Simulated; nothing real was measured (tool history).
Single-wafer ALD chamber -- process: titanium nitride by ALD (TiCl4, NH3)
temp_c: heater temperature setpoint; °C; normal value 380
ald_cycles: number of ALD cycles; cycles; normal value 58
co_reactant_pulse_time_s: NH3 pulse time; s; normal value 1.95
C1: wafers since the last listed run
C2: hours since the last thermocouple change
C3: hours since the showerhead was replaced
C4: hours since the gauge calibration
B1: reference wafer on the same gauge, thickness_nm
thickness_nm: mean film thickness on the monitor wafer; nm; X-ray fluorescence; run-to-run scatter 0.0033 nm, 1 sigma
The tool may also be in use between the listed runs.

Run 1, hour 0: usual settings; C1 0; C2 303.9; C3 2642.7; C4 1336.4; B1 1.277. Result: thickness_nm 1.278 nm.
Run 2, hour 40.9: usual settings; C1 226; C2 344.8; C3 2683.6; C4 1377.3; B1 1.275. Result: thickness_nm 1.277 nm.
Run 3, hour 65.2: usual settings; C1 134; C2 369.1; C3 2707.9; C4 1401.6; B1 1.276. Result: thickness_nm 1.275 nm.
Run 4, hour 109.3: usual settings but ald_cycles 67 cycles; C1 244; C2 413.2; C3 2752; C4 1445.7; B1 1.275. Result: thickness_nm 1.477 nm.
Run 5, hour 315.6: usual settings but ald_cycles 67 cycles; C1 1142; C2 619.5; C3 2958.3; C4 1652; B1 1.274. Result: thickness_nm 1.47 nm.
Run 6, hour 377.9: usual settings but ald_cycles 67 cycles; C1 344; C2 681.8; C3 3020.6; C4 1714.3; B1 1.274. Result: thickness_nm 1.48 nm.
Run 7, hour 442.7: usual settings but temp_c 376 °C, ald_cycles 65 cycles; C1 358; C2 746.6; C3 3085.4; C4 1779.1; B1 1.274. Result: thickness_nm 1.424 nm.
Run 8, hour 472.3: usual settings; C1 163; C2 776.2; C3 3115; C4 1808.7; B1 1.274. Result: thickness_nm 1.279 nm.
At hour 500.1: thermocouple changed; heater temperature recalibrated.
Run 9, hour 525.8: usual settings; C1 251; C2 25.7; C3 3168.5; C4 1862.2; B1 1.274. Result: thickness_nm 1.277 nm.
Run 10, hour 576.7: usual settings; C1 281; C2 76.6; C3 3219.4; C4 1913.1; B1 1.272. Result: thickness_nm 1.277 nm.
Run 11, hour 622.2: usual settings; C1 251; C2 122.1; C3 3264.9; C4 1958.6; B1 1.273. Result: thickness_nm 1.284 nm.
Run 12, hour 668.9: usual settings; C1 258; C2 168.8; C3 3311.6; C4 2005.3; B1 1.272. Result: thickness_nm 1.275 nm.
Run 13, hour 733.9: usual settings; C1 359; C2 233.8; C3 3376.6; C4 2070.3; B1 1.274. Result: thickness_nm 1.276 nm.
Run 14, hour 805.3: usual settings; C1 395; C2 305.2; C3 3448; C4 2141.7; B1 1.272. Result: thickness_nm 1.27 nm.
Run 15, hour 856.7: usual settings but ald_cycles 66 cycles; C1 284; C2 356.6; C3 3499.4; C4 2193.1; B1 1.272. Result: thickness_nm 1.451 nm.
At hour 944.5: showerhead replaced.
Run 16, hour 1041.2: usual settings but temp_c 385 °C; C1 977; C2 541.1; C3 96.7; C4 2377.6; B1 1.271. Result: thickness_nm 1.287 nm.
Run 17, hour 1075.7: usual settings but temp_c 385 °C; C1 191; C2 575.6; C3 131.2; C4 2412.1; B1 1.271. Result: thickness_nm 1.284 nm.
Run 18, hour 1144.6: usual settings but temp_c 385 °C; C1 381; C2 644.5; C3 200.1; C4 2481; B1 1.27. Result: thickness_nm 1.279 nm.
Run 19, hour 1211.8: usual settings; C1 372; C2 711.7; C3 267.3; C4 2548.2; B1 1.271. Result: thickness_nm 1.277 nm.
At hour 1266.4: gauge calibrated.
Run 20, hour 1268.7: usual settings; C1 315; C2 768.6; C3 324.2; C4 2.3; B1 1.302. Result: thickness_nm 1.301 nm.
Run 21, hour 1320.5: usual settings but temp_c 372 °C, ald_cycles 51 cycles; C1 286; C2 820.4; C3 376; C4 54.1; B1 1.298. Result: thickness_nm 1.134 nm.
Run 22, hour 1346.9: usual settings but temp_c 388 °C, co_reactant_pulse_time_s 2.57 s; C1 146; C2 846.8; C3 402.4; C4 80.5; B1 1.297. Result: thickness_nm 1.335 nm.
Run 23, hour 1389.3: usual settings but ald_cycles 52 cycles; C1 234; C2 889.2; C3 444.8; C4 122.9; B1 1.297. Result: thickness_nm 1.163 nm.
Run 24, hour 1453.3: usual settings but temp_c 367 °C, ald_cycles 64 cycles; C1 354; C2 953.2; C3 508.8; C4 186.9; B1 1.295. Result: thickness_nm 1.397 nm.
At hour 1480.2: thermocouple changed; heater temperature recalibrated.
Run 25, hour 1500.6: usual settings; C1 217; C2 20.4; C3 556.1; C4 234.2; B1 1.294. Result: thickness_nm 1.3 nm.
Run 26, hour 1557.5: usual settings but temp_c 393 °C; C1 315; C2 77.3; C3 613; C4 291.1; B1 1.294. Result: thickness_nm 1.314 nm.
Run 27, hour 1599.3: usual settings but temp_c 366 °C, co_reactant_pulse_time_s 1.42 s; C1 231; C2 119.1; C3 654.8; C4 332.9; B1 1.293. Result: thickness_nm 1.208 nm.
Run 28, hour 1670.6: usual settings but ald_cycles 64 cycles, co_reactant_pulse_time_s 1.5 s; C1 394; C2 190.4; C3 726.1; C4 404.2; B1 1.289. Result: thickness_nm 1.392 nm.
Run 29, hour 1733.3: usual settings; C1 347; C2 253.1; C3 788.8; C4 466.9; B1 1.29. Result: thickness_nm 1.286 nm.
Run 30, hour 1782.9: usual settings but temp_c 368 °C, ald_cycles 67 cycles, co_reactant_pulse_time_s 2.36 s; C1 274; C2 302.7; C3 838.4; C4 516.5; B1 1.289. Result: thickness_nm 1.482 nm.
Run 31, hour 1818.9: usual settings; C1 199; C2 338.7; C3 874.4; C4 552.5; B1 1.289. Result: thickness_nm 1.287 nm.
Run 32, hour 1937: usual settings but co_reactant_pulse_time_s 1.48 s; C1 653; C2 456.8; C3 992.5; C4 670.6; B1 1.285. Result: thickness_nm 1.256 nm.
Run 33, hour 1982.5: usual settings but co_reactant_pulse_time_s 1.36 s; C1 251; C2 502.3; C3 1038; C4 716.1; B1 1.286. Result: thickness_nm 1.24 nm.
Run 34, hour 2015.5: usual settings; C1 182; C2 535.3; C3 1071; C4 749.1; B1 1.284. Result: thickness_nm 1.284 nm.
Run 35, hour 2061.3: usual settings but ald_cycles 49 cycles; C1 253; C2 581.1; C3 1116.8; C4 794.9; B1 1.283. Result: thickness_nm 1.09 nm.
Run 36, hour 2089.9: usual settings but temp_c 392 °C, co_reactant_pulse_time_s 2.15 s; C1 158; C2 609.7; C3 1145.4; C4 823.5; B1 1.283. Result: thickness_nm 1.305 nm.
Run 37, hour 2135.3: usual settings; C1 251; C2 655.1; C3 1190.8; C4 868.9; B1 1.283. Result: thickness_nm 1.286 nm.
Run 38, hour 2186.2: usual settings but ald_cycles 66 cycles, co_reactant_pulse_time_s 1.28 s; C1 281; C2 706; C3 1241.7; C4 919.8; B1 1.282. Result: thickness_nm 1.397 nm.
Run 39, hour 2230.2: usual settings; C1 243; C2 750; C3 1285.7; C4 963.8; B1 1.28. Result: thickness_nm 1.284 nm.

Entry by entry between the runs, the difference in hidden state between the last listed run before and the first listed run after:
Runs 8 to 9: thermocouple changed; heater temperature recalibrated (hour 500.1)
  gauge reads high (%): -2.04 -> -2.06
  measured less the result without the state, thickness_nm: -0.026 -> -0.026 nm
Runs 15 to 16: showerhead replaced (hour 944.5)
  gauge reads high (%): -2.14 -> -2.18
  measured less the result without the state, thickness_nm: -0.032 -> -0.029 nm
Runs 19 to 20: gauge calibrated (hour 1266.4)
  gauge reads high (%): -2.2 -> 0.106
  measured less the result without the state, thickness_nm: -0.029 -> +0.001 nm
Runs 24 to 25: thermocouple changed; heater temperature recalibrated (hour 1480.2)
  gauge reads high (%): -0.333 -> -0.431
  measured less the result without the state, thickness_nm: -0.004 -> -0.005 nm

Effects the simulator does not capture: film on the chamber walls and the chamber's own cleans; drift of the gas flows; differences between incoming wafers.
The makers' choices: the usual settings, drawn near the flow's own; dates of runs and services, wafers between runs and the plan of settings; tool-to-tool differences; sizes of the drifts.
